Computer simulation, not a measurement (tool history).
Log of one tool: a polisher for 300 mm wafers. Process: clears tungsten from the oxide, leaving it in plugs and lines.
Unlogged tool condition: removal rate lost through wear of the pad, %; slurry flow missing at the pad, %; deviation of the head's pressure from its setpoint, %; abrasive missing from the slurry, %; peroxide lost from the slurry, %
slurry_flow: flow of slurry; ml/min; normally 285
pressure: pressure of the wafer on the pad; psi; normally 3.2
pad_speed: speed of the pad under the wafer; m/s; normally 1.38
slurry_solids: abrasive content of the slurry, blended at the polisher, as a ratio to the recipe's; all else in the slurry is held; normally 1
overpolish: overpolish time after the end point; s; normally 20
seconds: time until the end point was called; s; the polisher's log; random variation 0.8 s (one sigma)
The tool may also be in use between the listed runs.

| run | day | slurry_flow | pressure | pad_speed | slurry_solids | overpolish | wafers since the last listed run | wafers polished on this pad | hours since the slurry nozzle was cleaned | hours since the head pressure was calibrated | hours since the slurry blender was calibrated | hours since the slurry got fresh peroxide | incoming thickness of the incoming film, nm | seconds |
|---|---|---|---|---|---|---|---|---|---|---|---|---|---|---|
| 1 | 0 | 285 | 3.2 | 1.38 | 1 | 20 | 0 | 296 | 206.5 | 850.3 | 26.1 | 107.7 | 290.5 | 62.6 |
|  | 0.625 | slurry tank refilled with fresh slurry and peroxide |
| 2 | 1.638 | 285 | 3.2 | 1.38 | 1 | 20 | 345 | 642 | 245.8 | 889.6 | 65.4 | 24.3 | 293.1 | 57.6 |
|  | 3.508 | worn pad replaced by a new one |
|  | 3.754 | slurry blender recalibrated |
|  | 4.962 | slurry tank refilled with fresh slurry and peroxide |
| 3 | 5.688 | 285 | 3.2 | 1.38 | 1 | 20 | 813 | 444 | 343 | 986.8 | 46.4 | 17.4 | 293.3 | 68.7 |
| 4 | 6.692 | 285 | 3.2 | 1.38 | 1 | 20 | 217 | 661 | 367.1 | 1010.9 | 70.5 | 41.5 | 294.6 | 69.3 |
| 5 | 7.733 | 285 | 3.2 | 1.38 | 1 | 20 | 225 | 887 | 392.1 | 1035.9 | 95.5 | 66.5 | 287.7 | 72.6 |
|  | 8.638 | worn pad replaced by a new one |
| 6 | 8.862 | 285 | 3.2 | 1.38 | 1 | 20 | 208 | 49 | 419.2 | 1063 | 122.6 | 93.6 | 290.6 | 79.3 |
|  | 9.888 | slurry blender recalibrated |
|  | 10.067 | slurry tank refilled with fresh slurry and peroxide, repeated, since the last time left the tool worse |
| 7 | 10.367 | 285 | 3.2 | 1.38 | 0.8 | 20 | 298 | 347 | 455.3 | 1099.1 | 11.5 | 7.2 | 294.4 | 58.4 |
| 8 | 13.146 | 285 | 3.2 | 1.38 | 1 | 20 | 601 | 949 | 522 | 1165.8 | 78.2 | 73.9 | 291.6 | 58.9 |
|  | 13.629 | worn pad replaced by a new one |
| 9 | 14.492 | 285 | 3.8 | 1.38 | 1 | 9 | 255 | 186 | 554.3 | 1198.1 | 110.5 | 106.2 | 292.7 | 55.4 |
|  | 14.617 | slurry tank refilled with fresh slurry and peroxide |
|  | 15.188 | slurry blender recalibrated |
| 10 | 15.675 | 285 | 3.5 | 1.38 | 1 | 20 | 229 | 415 | 582.7 | 1226.5 | 11.7 | 25.4 | 292.4 | 53.8 |
|  | 15.825 | slurry nozzle cleaned |
|  | 17.654 | head pressure recalibrated |
| 11 | 18.346 | 285 | 3.8 | 0.96 | 1 | 20 | 551 | 966 | 60.5 | 16.6 | 75.8 | 89.5 | 291.8 | 75.1 |
|  | 18.883 | worn pad replaced by a new one |
|  | 19.258 | slurry tank refilled with fresh slurry and peroxide |
| 12 | 19.467 | 285 | 2.3 | 1.38 | 1 | 20 | 197 | 117 | 87.4 | 43.5 | 102.7 | 5 | 288.6 | 71.4 |
|  | 20.075 | slurry blender recalibrated |
| 13 | 22.133 | 285 | 3.2 | 1 | 1 | 20 | 559 | 676 | 151.4 | 107.5 | 49.4 | 69 | 289 | 78.7 |
| 14 | 23.704 | 285 | 3.2 | 0.92 | 1.2 | 20 | 340 | 1017 | 189.1 | 145.2 | 87.1 | 106.7 | 290.2 | 90.4 |

Exercise: give the hidden state of the tool at every run:
removal rate lost through wear of the pad, %: 0, the same for each run
slurry flow missing at the pad, %: 0, the same for each run
deviation of the head's pressure from its setpoint, %: 0, the same for each run
abrasive missing from the slurry, %: 0, the same for each run
H1: peroxide lost from the slurry, %
| run | H1 |
|---|---|
| 1 | 23.9 |
| 2 | 1.95 |
| 3 | 38.5 |
| 4 | 41.1 |
| 5 | 46.2 |
| 6 | 54.4 |
| 7 | 0.77 |
| 8 | 11 |
| 9 | 21.9 |
| 10 | 1.47 |
| 11 | 15.4 |
| 12 | 0.77 |
| 13 | 9.71 |
| 14 | 22.2 |
